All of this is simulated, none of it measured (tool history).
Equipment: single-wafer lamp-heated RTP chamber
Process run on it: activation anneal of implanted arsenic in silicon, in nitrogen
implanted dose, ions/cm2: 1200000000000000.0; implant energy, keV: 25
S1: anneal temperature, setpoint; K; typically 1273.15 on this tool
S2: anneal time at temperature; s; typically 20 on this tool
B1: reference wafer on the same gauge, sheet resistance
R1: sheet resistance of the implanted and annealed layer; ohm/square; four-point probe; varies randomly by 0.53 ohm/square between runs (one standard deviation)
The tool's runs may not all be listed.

run 1 hour=0.0 | S1=1273.15 S2=20 | B1=128.94 | R1=119.67
run 2 hour=13.4 | S1=1273.15 S2=20 | B1=128.99 | R1=118.98
run 3 hour=43.5 | S1=1273.15 S2=20 | B1=128.83 | R1=119.06
run 4 hour=77.3 | S1=1273.15 S2=22 | B1=128.99 | R1=118.74
run 5 hour=99.8 | S1=1273.15 S2=22 | B1=128.85 | R1=117.94
-- hour=206.5 gauge calibrated
run 6 hour=207.7 | S1=1273.15 S2=22 | B1=128.99 | R1=117.94
run 7 hour=230.5 | S1=1294.15 S2=20 | B1=129.04 | R1=113.94
run 8 hour=265.2 | S1=1294.15 S2=20 | B1=129.10 | R1=115.20
-- hour=286.6 reflector plate cleaned
run 9 hour=294.4 | S1=1273.15 S2=14 | B1=128.95 | R1=123.05
run 10 hour=322.2 | S1=1279.15 S2=20 | B1=128.86 | R1=118.46
-- hour=342.3 pyrometer window cleaned and pyrometer calibrated
run 11 hour=351.9 | S1=1273.15 S2=20 | B1=128.98 | R1=120.14
run 12 hour=371.4 | S1=1257.15 S2=16 | B1=129.08 | R1=125.95
run 13 hour=393.2 | S1=1273.15 S2=20 | B1=128.96 | R1=120.76
run 14 hour=410.0 | S1=1273.15 S2=22 | B1=128.85 | R1=118.30
run 15 hour=438.4 | S1=1273.15 S2=10 | B1=129.19 | R1=125.80
run 16 hour=455.9 | S1=1273.15 S2=25 | B1=128.88 | R1=117.79
run 17 hour=478.6 | S1=1245.15 S2=28 | B1=129.07 | R1=125.28
run 18 hour=514.0 | S1=1265.15 S2=20 | B1=129.01 | R1=122.12
run 19 hour=538.8 | S1=1284.15 S2=24 | B1=128.91 | R1=115.11
run 20 hour=571.8 | S1=1297.15 S2=15 | B1=129.00 | R1=116.29
run 21 hour=614.0 | S1=1273.15 S2=20 | B1=128.94 | R1=119.15

What if the next run were any one of these 4? Each begins from the tool's condition after run 21:
run A hour=614.4 | S1=1273.15 S2=20 | B1=? | R1=?
run B hour=614.4 | S1=1294.15 S2=25 | B1=? | R1=?
run C hour=614.4 | S1=1284.15 S2=31 | B1=? | R1=?
run D hour=614.4 | S1=1246.15 S2=9 | B1=? | R1=?

run=A B1=129.09 R1=119.27
run=B B1=129.09 R1=112.40
run=C B1=129.09 R1=112.77
run=D B1=129.09 R1=135.62
Without the tool's hidden state the same runs would have given:
run=A R1=119.27
run=B R1=112.40
run=C R1=112.77
run=D R1=135.62

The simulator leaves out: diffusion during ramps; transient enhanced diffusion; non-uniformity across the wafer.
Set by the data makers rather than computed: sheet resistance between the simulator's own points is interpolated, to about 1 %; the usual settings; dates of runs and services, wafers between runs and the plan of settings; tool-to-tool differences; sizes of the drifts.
